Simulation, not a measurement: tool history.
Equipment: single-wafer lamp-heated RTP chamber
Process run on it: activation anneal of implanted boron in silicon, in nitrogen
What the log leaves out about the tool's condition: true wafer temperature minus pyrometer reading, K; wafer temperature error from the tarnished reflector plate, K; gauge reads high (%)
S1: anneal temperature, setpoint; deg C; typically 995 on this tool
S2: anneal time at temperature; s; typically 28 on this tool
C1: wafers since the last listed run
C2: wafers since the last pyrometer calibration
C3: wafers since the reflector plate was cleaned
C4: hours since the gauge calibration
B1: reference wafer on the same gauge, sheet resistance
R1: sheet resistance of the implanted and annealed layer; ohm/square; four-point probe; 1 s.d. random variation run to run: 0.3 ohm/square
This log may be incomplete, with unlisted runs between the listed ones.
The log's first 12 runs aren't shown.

run     day    S1  S2   C1    C2     C3     C4     B1     R1
 13   5.854   995  18  129  6075  12317  287.7  71.45  78.34
       6.25  -- pyrometer window cleaned and pyrometer calibrated
 14   6.275   995  18   29     8  12346  297.8  71.55  78.45
 15   6.896   981  23  205   214  12552  312.7  71.64  82.97
 16   8.208   981  23  435   649  12987  344.2  71.61  82.29
 17   8.596   981  23  128   777  13116  353.5  71.61  82.96
 18   9.096  1010  37  165   943  13281  365.5  71.64   72.6
 19   9.538   978  17  146  1090  13428  376.1   71.7   85.1
 20  10.029  1008  28  163  1253  13591  387.9  71.53  73.59
 21  10.671  1010  22  212  1465  13804  403.3  71.58  74.38
     10.779  -- gauge calibrated
 22  11.217   986  42  180  1646  13985   10.5   71.6  78.59
 23  11.538   995  17  106  1753  14091   18.2  71.58  78.64
 24  12.154   995  20  204  1957  14296     33  71.53  78.08
 25  12.425   995  28   89  2047  14385   39.5  71.62  76.82
     13.158  -- reflector plate cleaned
 26  13.179   995  15  139  2187      6   57.6  71.62  81.73
 27  13.433   995  28   84  2271     90   63.7  71.62  79.31
 28  13.825   979  28  129  2401    220   73.1  71.61  85.81
 29  14.458  1003  41  210  2611    430   88.3  71.72  75.29
 30  14.792  1013  42  110  2721    541   96.3  71.52  73.24
 31  15.342   978  23  182  2904    723  109.5  71.55  87.09

Expected results for the next run?
 32  17.425  979  44  690  3594  1414  159.5   ?   ?

B1: 71.54
R1: 83.38 ohm/square
Were there no unlogged condition in the tool, this run, its random variation unchanged, would have produced R1 84.08 ohm/square.
